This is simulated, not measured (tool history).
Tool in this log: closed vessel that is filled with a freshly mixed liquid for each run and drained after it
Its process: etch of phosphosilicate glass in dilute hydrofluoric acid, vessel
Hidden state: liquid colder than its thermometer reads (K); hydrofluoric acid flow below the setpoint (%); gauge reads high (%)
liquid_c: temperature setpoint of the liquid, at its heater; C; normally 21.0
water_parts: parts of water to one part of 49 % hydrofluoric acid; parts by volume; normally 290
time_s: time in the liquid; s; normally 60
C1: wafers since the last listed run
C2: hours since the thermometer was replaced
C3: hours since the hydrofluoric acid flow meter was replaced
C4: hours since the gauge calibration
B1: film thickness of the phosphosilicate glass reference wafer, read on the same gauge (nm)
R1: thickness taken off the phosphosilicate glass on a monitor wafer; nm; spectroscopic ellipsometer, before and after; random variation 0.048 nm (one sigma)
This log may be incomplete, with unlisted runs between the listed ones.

run 1 hour=0.0 | liquid_c=21.0 water_parts=290 time_s=90 | C1=0 C2=601.2 C3=31.7 C4=1247.1 | B1=150.00 | R1=22.72
run 2 hour=27.1 | liquid_c=21.0 water_parts=290 time_s=60 | C1=3953 C2=628.3 C3=58.8 C4=1274.2 | B1=149.98 | R1=15.05
run 3 hour=41.0 | liquid_c=21.0 water_parts=290 time_s=60 | C1=2027 C2=642.2 C3=72.7 C4=1288.1 | B1=150.02 | R1=14.96
run 4 hour=71.2 | liquid_c=21.0 water_parts=290 time_s=60 | C1=4405 C2=672.4 C3=102.9 C4=1318.3 | B1=150.00 | R1=14.98
-- hour=78.0 thermometer replaced
run 5 hour=85.5 | liquid_c=21.0 water_parts=290 time_s=60 | C1=1940 C2=7.5 C3=117.2 C4=1332.6 | B1=150.00 | R1=15.43
run 6 hour=117.3 | liquid_c=19.0 water_parts=290 time_s=60 | C1=4638 C2=39.3 C3=149.0 C4=1364.4 | B1=150.01 | R1=14.40
run 7 hour=142.7 | liquid_c=19.0 water_parts=290 time_s=60 | C1=3705 C2=64.7 C3=174.4 C4=1389.8 | B1=150.00 | R1=14.26
run 8 hour=163.4 | liquid_c=19.0 water_parts=290 time_s=60 | C1=3019 C2=85.4 C3=195.1 C4=1410.5 | B1=150.02 | R1=14.33
-- hour=227.7 gauge calibrated
run 9 hour=227.7 | liquid_c=21.0 water_parts=290 time_s=60 | C1=9379 C2=149.7 C3=259.4 C4=0.0 | B1=149.99 | R1=15.33
run 10 hour=252.0 | liquid_c=21.0 water_parts=390 time_s=60 | C1=3544 C2=174.0 C3=283.7 C4=24.3 | B1=149.98 | R1=10.37
run 11 hour=281.3 | liquid_c=25.0 water_parts=390 time_s=75 | C1=4274 C2=203.3 C3=313.0 C4=53.6 | B1=150.00 | R1=14.83
run 12 hour=311.7 | liquid_c=25.5 water_parts=290 time_s=85 | C1=4434 C2=233.7 C3=343.4 C4=84.0 | B1=149.98 | R1=25.17
run 13 hour=338.3 | liquid_c=21.0 water_parts=290 time_s=50 | C1=3880 C2=260.3 C3=370.0 C4=110.6 | B1=149.99 | R1=12.62
run 14 hour=357.9 | liquid_c=18.5 water_parts=290 time_s=60 | C1=2859 C2=279.9 C3=389.6 C4=130.2 | B1=150.00 | R1=13.74
run 15 hour=393.1 | liquid_c=21.0 water_parts=290 time_s=60 | C1=5134 C2=315.1 C3=424.8 C4=165.4 | B1=149.98 | R1=15.02
run 16 hour=417.3 | liquid_c=21.0 water_parts=290 time_s=60 | C1=3530 C2=339.3 C3=449.0 C4=189.6 | B1=150.00 | R1=14.99
run 17 hour=451.1 | liquid_c=21.0 water_parts=355 time_s=75 | C1=4930 C2=373.1 C3=482.8 C4=223.4 | B1=150.00 | R1=14.39
run 18 hour=558.3 | liquid_c=25.0 water_parts=160 time_s=75 | C1=15637 C2=480.3 C3=590.0 C4=330.6 | B1=150.00 | R1=44.61
run 19 hour=578.4 | liquid_c=21.0 water_parts=290 time_s=60 | C1=2932 C2=500.4 C3=610.1 C4=350.7 | B1=150.01 | R1=14.83
-- hour=613.7 hydrofluoric acid flow meter replaced
run 20 hour=617.1 | liquid_c=25.5 water_parts=405 time_s=40 | C1=5499 C2=539.1 C3=3.4 C4=389.4 | B1=149.99 | R1=7.58
run 21 hour=651.3 | liquid_c=19.0 water_parts=205 time_s=80 | C1=4988 C2=573.3 C3=37.6 C4=423.6 | B1=150.00 | R1=28.51
run 22 hour=681.9 | liquid_c=22.5 water_parts=340 time_s=90 | C1=4463 C2=603.9 C3=68.2 C4=454.2 | B1=150.00 | R1=19.43
run 23 hour=715.7 | liquid_c=21.0 water_parts=290 time_s=60 | C1=4930 C2=637.7 C3=102.0 C4=488.0 | B1=150.01 | R1=14.99
run 24 hour=741.9 | liquid_c=21.0 water_parts=290 time_s=60 | C1=3821 C2=663.9 C3=128.2 C4=514.2 | B1=150.02 | R1=14.97
run 25 hour=761.7 | liquid_c=21.0 water_parts=290 time_s=80 | C1=2888 C2=683.7 C3=148.0 C4=534.0 | B1=149.97 | R1=19.87
run 26 hour=774.9 | liquid_c=21.0 water_parts=290 time_s=60 | C1=1925 C2=696.9 C3=161.2 C4=547.2 | B1=149.99 | R1=14.91
run 27 hour=793.9 | liquid_c=24.0 water_parts=390 time_s=70 | C1=2771 C2=715.9 C3=180.2 C4=566.2 | B1=149.98 | R1=13.12
run 28 hour=806.8 | liquid_c=25.0 water_parts=165 time_s=60 | C1=1881 C2=728.8 C3=193.1 C4=579.1 | B1=149.99 | R1=34.36
run 29 hour=835.3 | liquid_c=23.5 water_parts=290 time_s=90 | C1=4157 C2=757.3 C3=221.6 C4=607.6 | B1=150.00 | R1=24.41
run 30 hour=855.5 | liquid_c=17.5 water_parts=395 time_s=45 | C1=2946 C2=777.5 C3=241.8 C4=627.8 | B1=150.00 | R1=6.55
-- hour=858.4 thermometer replaced
run 31 hour=870.9 | liquid_c=18.5 water_parts=345 time_s=45 | C1=2100 C2=12.5 C3=257.2 C4=643.2 | B1=150.01 | R1=8.45

Some steps in R1, run to run, broken into two amounts with sign: the step expected even without the hidden condition (settings, incoming material, random variation), and the rest, left for the hidden condition together with whatever gauge scatter is not in both the measured and the hidden-condition-free result:
Run 17 -> 18: liquid_c 21.0 -> 25.0, water_parts 355 -> 160. R1 +30.22 nm: hidden state -1.94, all else +32.16.
Run 18 -> 19: liquid_c 25.0 -> 21.0, water_parts 160 -> 290, time_s 75 -> 60. R1 -29.78 nm: hidden state +1.72, all else -31.50.
Run 27 -> 28: liquid_c 24.0 -> 25.0, water_parts 390 -> 165, time_s 70 -> 60. R1 +21.24 nm: hidden state -1.29, all else +22.53.
